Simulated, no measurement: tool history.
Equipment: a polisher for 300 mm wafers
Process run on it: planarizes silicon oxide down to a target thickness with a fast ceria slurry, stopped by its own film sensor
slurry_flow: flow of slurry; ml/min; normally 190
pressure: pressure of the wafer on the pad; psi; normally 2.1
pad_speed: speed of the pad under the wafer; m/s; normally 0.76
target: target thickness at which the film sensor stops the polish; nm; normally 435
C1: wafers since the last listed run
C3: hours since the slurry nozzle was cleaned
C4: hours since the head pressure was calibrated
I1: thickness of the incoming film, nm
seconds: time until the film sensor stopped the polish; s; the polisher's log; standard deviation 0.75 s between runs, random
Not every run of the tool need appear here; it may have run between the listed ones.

{"run": 1, "hour": 0.0, "slurry_flow": 190, "pressure": 2.1, "pad_speed": 0.66, "target": 435, "C1": 0, "wafers polished on this pad": 2610, "C3": 325.1, "C4": 225.8, "I1": 926.4, "seconds": 70.6}
{"hour": 4.7, "done": "worn pad replaced by a new one"}
{"hour": 23.2, "done": "slurry nozzle cleaned"}
{"run": 2, "hour": 104.4, "slurry_flow": 190, "pressure": 2.1, "pad_speed": 0.76, "target": 435, "C1": 1114, "wafers polished on this pad": 1105, "C3": 81.2, "C4": 330.2, "I1": 923.2, "seconds": 56.8}
{"run": 3, "hour": 152.1, "slurry_flow": 145, "pressure": 2.1, "pad_speed": 0.76, "target": 435, "C1": 534, "wafers polished on this pad": 1640, "C3": 128.9, "C4": 377.9, "I1": 913.6, "seconds": 59.0}
{"hour": 165.4, "done": "head pressure recalibrated"}
{"run": 4, "hour": 233.8, "slurry_flow": 145, "pressure": 2.1, "pad_speed": 0.76, "target": 435, "C1": 893, "wafers polished on this pad": 2533, "C3": 210.6, "C4": 68.4, "I1": 935.2, "seconds": 63.6}
{"hour": 283.6, "done": "worn pad replaced by a new one"}
{"hour": 386.0, "done": "slurry nozzle cleaned"}
{"run": 5, "hour": 391.2, "slurry_flow": 190, "pressure": 1.9, "pad_speed": 0.76, "target": 435, "C1": 1708, "wafers polished on this pad": 1194, "C3": 5.2, "C4": 225.8, "I1": 912.8, "seconds": 60.8}
{"run": 6, "hour": 485.1, "slurry_flow": 190, "pressure": 1.9, "pad_speed": 0.76, "target": 435, "C1": 1052, "wafers polished on this pad": 2247, "C3": 99.1, "C4": 319.7, "I1": 913.0, "seconds": 65.0}
{"hour": 539.9, "done": "head pressure recalibrated"}
{"run": 7, "hour": 540.4, "slurry_flow": 190, "pressure": 1.9, "pad_speed": 0.76, "target": 435, "C1": 597, "wafers polished on this pad": 2844, "C3": 154.4, "C4": 0.5, "I1": 920.8, "seconds": 66.4}
{"hour": 564.5, "done": "worn pad replaced by a new one"}
{"run": 8, "hour": 609.4, "slurry_flow": 190, "pressure": 2.1, "pad_speed": 0.76, "target": 435, "C1": 728, "wafers polished on this pad": 503, "C3": 223.4, "C4": 69.5, "I1": 925.2, "seconds": 57.3}
{"run": 9, "hour": 646.4, "slurry_flow": 190, "pressure": 2.1, "pad_speed": 1.02, "target": 488, "C1": 414, "wafers polished on this pad": 917, "C3": 260.4, "C4": 106.5, "I1": 917.2, "seconds": 38.3}
{"run": 10, "hour": 734.3, "slurry_flow": 190, "pressure": 2.1, "pad_speed": 0.76, "target": 435, "C1": 985, "wafers polished on this pad": 1903, "C3": 348.3, "C4": 194.4, "I1": 911.4, "seconds": 60.7}
{"hour": 818.6, "done": "worn pad replaced by a new one"}
{"run": 11, "hour": 828.6, "slurry_flow": 230, "pressure": 2.7, "pad_speed": 0.56, "target": 435, "C1": 1012, "wafers polished on this pad": 111, "C3": 442.6, "C4": 288.7, "I1": 915.6, "seconds": 55.8}
{"hour": 835.1, "done": "slurry nozzle cleaned"}
{"run": 12, "hour": 898.6, "slurry_flow": 155, "pressure": 2.1, "pad_speed": 0.76, "target": 435, "C1": 773, "wafers polished on this pad": 885, "C3": 63.5, "C4": 358.7, "I1": 914.9, "seconds": 55.7}
{"hour": 954.0, "done": "head pressure recalibrated"}
{"run": 13, "hour": 962.3, "slurry_flow": 245, "pressure": 2.6, "pad_speed": 0.52, "target": 301, "C1": 691, "wafers polished on this pad": 1576, "C3": 127.2, "C4": 8.3, "I1": 923.2, "seconds": 87.0}
{"hour": 1038.7, "done": "worn pad replaced by a new one"}
{"run": 14, "hour": 1141.0, "slurry_flow": 190, "pressure": 2.1, "pad_speed": 0.76, "target": 435, "C1": 1958, "wafers polished on this pad": 1147, "C3": 305.9, "C4": 187.0, "I1": 914.8, "seconds": 59.9}
{"run": 15, "hour": 1234.4, "slurry_flow": 190, "pressure": 2.1, "pad_speed": 0.84, "target": 435, "C1": 1046, "wafers polished on this pad": 2193, "C3": 399.3, "C4": 280.4, "I1": 922.3, "seconds": 55.5}

Predict each of these 5 candidate next runs independently; none follows another, all start after run 15:
{"run": "A", "hour": 1234.8, "slurry_flow": 190, "pressure": 2.1, "pad_speed": 0.96, "target": 435, "C1": 4, "wafers polished on this pad": 2198, "C3": 399.7, "C4": 280.8, "I1": 913.3, "seconds": "?"}
{"run": "B", "hour": 1234.8, "slurry_flow": 190, "pressure": 1.6, "pad_speed": 0.52, "target": 274, "C1": 4, "wafers polished on this pad": 2198, "C3": 399.7, "C4": 280.8, "I1": 913.3, "seconds": "?"}
{"run": "C", "hour": 1234.8, "slurry_flow": 175, "pressure": 2.1, "pad_speed": 0.98, "target": 435, "C1": 4, "wafers polished on this pad": 2198, "C3": 399.7, "C4": 280.8, "I1": 913.3, "seconds": "?"}
{"run": "D", "hour": 1234.8, "slurry_flow": 235, "pressure": 1.9, "pad_speed": 1.02, "target": 391, "C1": 4, "wafers polished on this pad": 2198, "C3": 399.7, "C4": 280.8, "I1": 913.3, "seconds": "?"}
{"run": "E", "hour": 1234.8, "slurry_flow": 215, "pressure": 1.8, "pad_speed": 0.88, "target": 571, "C1": 4, "wafers polished on this pad": 2198, "C3": 399.7, "C4": 280.8, "I1": 913.3, "seconds": "?"}

run=A seconds=48.2
run=B seconds=156.1
run=C seconds=48.0
run=D seconds=52.7
run=E seconds=42.9
With no hidden state in the tool, these same runs would have given:
run=A seconds=38.4
run=B seconds=124.3
run=C seconds=38.0
run=D seconds=42.6
run=E seconds=34.5
